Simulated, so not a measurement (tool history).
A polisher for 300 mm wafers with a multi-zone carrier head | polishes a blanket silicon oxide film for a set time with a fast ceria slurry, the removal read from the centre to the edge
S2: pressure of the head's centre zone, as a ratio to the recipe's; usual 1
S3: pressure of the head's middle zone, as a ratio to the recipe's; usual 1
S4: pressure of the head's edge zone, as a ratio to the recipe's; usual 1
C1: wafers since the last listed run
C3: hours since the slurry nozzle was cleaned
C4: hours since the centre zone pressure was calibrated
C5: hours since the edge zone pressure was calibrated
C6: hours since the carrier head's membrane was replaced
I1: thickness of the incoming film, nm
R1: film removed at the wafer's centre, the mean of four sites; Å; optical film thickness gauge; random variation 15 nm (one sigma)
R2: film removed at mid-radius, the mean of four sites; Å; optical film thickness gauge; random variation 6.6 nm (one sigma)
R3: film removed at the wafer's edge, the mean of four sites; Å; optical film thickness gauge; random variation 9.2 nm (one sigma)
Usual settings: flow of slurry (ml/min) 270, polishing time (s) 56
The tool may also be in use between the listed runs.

Run 1, day 0: usual settings; C1 0; wafers polished on this pad 1129; C3 550.8; C4 294.9; C5 578.3; C6 780.7; I1 2736.6. Result: R1 9189 Å, R2 9488 Å, R3 9196 Å.
At day 0.85: worn pad replaced by a new one.
Run 2, day 0.871: usual settings; C1 126; wafers polished on this pad 3; C3 571.7; C4 315.8; C5 599.2; C6 801.6; I1 2768.3. Result: R1 10290 Å, R2 10540 Å, R3 10420 Å.
Run 3, day 1.317: usual settings; C1 80; wafers polished on this pad 83; C3 582.4; C4 326.5; C5 609.9; C6 812.3; I1 2737.5. Result: R1 10197 Å, R2 10559 Å, R3 10483 Å.
Run 4, day 1.979: usual settings; C1 119; wafers polished on this pad 202; C3 598.3; C4 342.4; C5 625.8; C6 828.2; I1 2811.4. Result: R1 9908 Å, R2 10233 Å, R3 10063 Å.
Run 5, day 2.621: usual settings; C1 115; wafers polished on this pad 318; C3 613.7; C4 357.8; C5 641.2; C6 843.6; I1 2736.2. Result: R1 9915 Å, R2 10344 Å, R3 9934 Å.
Run 6, day 3.183: usual settings; C1 101; wafers polished on this pad 419; C3 627.2; C4 371.3; C5 654.7; C6 857.1; I1 2774.5. Result: R1 9623 Å, R2 10149 Å, R3 9934 Å.
Run 7, day 3.471: usual settings; C1 51; wafers polished on this pad 471; C3 634.1; C4 378.2; C5 661.6; C6 864; I1 2769.5. Result: R1 9621 Å, R2 10095 Å, R3 10033 Å.
Run 8, day 4.708: usual settings; C1 222; wafers polished on this pad 693; C3 663.8; C4 407.9; C5 691.3; C6 893.7; I1 2791.4. Result: R1 9315 Å, R2 9807 Å, R3 9610 Å.
At day 5.462: carrier head's membrane replaced by a new one.
At day 5.558: slurry nozzle cleaned.
Run 9, day 6.067: usual settings; C1 199; wafers polished on this pad 893; C3 12.2; C4 440.5; C5 723.9; C6 14.5; I1 2784.1. Result: R1 8868 Å, R2 9570 Å, R3 9263 Å.
At day 7.35: worn pad replaced by a new one.
Run 10, day 7.675: usual settings but flow of slurry (ml/min) 195, S3 0.96, polishing time (s) 49; C1 259; wafers polished on this pad 58; C3 50.8; C4 479.1; C5 762.5; C6 53.1; I1 2782.7. Result: R1 7693 Å, R2 8434 Å, R3 8658 Å.
Run 11, day 8.238: usual settings but flow of slurry (ml/min) 320; C1 101; wafers polished on this pad 159; C3 64.3; C4 492.6; C5 776; C6 66.6; I1 2826. Result: R1 9370 Å, R2 10292 Å, R3 10074 Å.
Run 12, day 8.567: usual settings but S2 1.09; C1 59; wafers polished on this pad 218; C3 72.2; C4 500.5; C5 783.9; C6 74.5; I1 2778.5. Result: R1 9925 Å, R2 10183 Å, R3 9814 Å.
Run 13, day 9.117: usual settings; C1 98; wafers polished on this pad 317; C3 85.4; C4 513.7; C5 797.1; C6 87.7; I1 2768.4. Result: R1 8971 Å, R2 10007 Å, R3 9798 Å.
At day 9.338: edge zone pressure recalibrated.
Run 14, day 9.75: usual settings but S2 0.91, polishing time (s) 76; C1 98; wafers polished on this pad 416; C3 100.6; C4 528.9; C5 9.9; C6 102.9; I1 2789.1. Result: R1 11080 Å, R2 13670 Å, R3 13155 Å.
At day 9.879: centre zone pressure recalibrated.
Run 15, day 10.492: usual settings; C1 118; wafers polished on this pad 535; C3 118.4; C4 14.7; C5 27.7; C6 120.7; I1 2742.2. Result: R1 9717 Å, R2 9839 Å, R3 9677 Å.
Run 16, day 11.233: usual settings but S4 0.95; C1 133; wafers polished on this pad 668; C3 136.2; C4 32.5; C5 45.5; C6 138.5; I1 2778.7. Result: R1 9461 Å, R2 9588 Å, R3 9173 Å.
Run 17, day 11.646: usual settings but flow of slurry (ml/min) 200, S4 0.91; C1 74; wafers polished on this pad 742; C3 146.1; C4 42.4; C5 55.4; C6 148.4; I1 2782.7. Result: R1 9056 Å, R2 9075 Å, R3 8633 Å.
Run 18, day 12.267: usual settings; C1 111; wafers polished on this pad 854; C3 161; C4 57.3; C5 70.3; C6 163.3; I1 2794.3. Result: R1 9343 Å, R2 9270 Å, R3 9285 Å.

Run 19 comes next. What will it give?
Run 19, day 12.712: usual settings but flow of slurry (ml/min) 210, S3 0.93; C1 80; wafers polished on this pad 934; C3 171.7; C4 68; C5 81; C6 174; I1 2725.7. Result: R1 ?, R2 ?, R3 ?.

Run 19 gave R1 8890 Å, R2 8605 Å, R3 8956 Å.
Without the tool's hidden state the same run would have given R1 10196 Å, R2 9899 Å, R3 10302 Å.
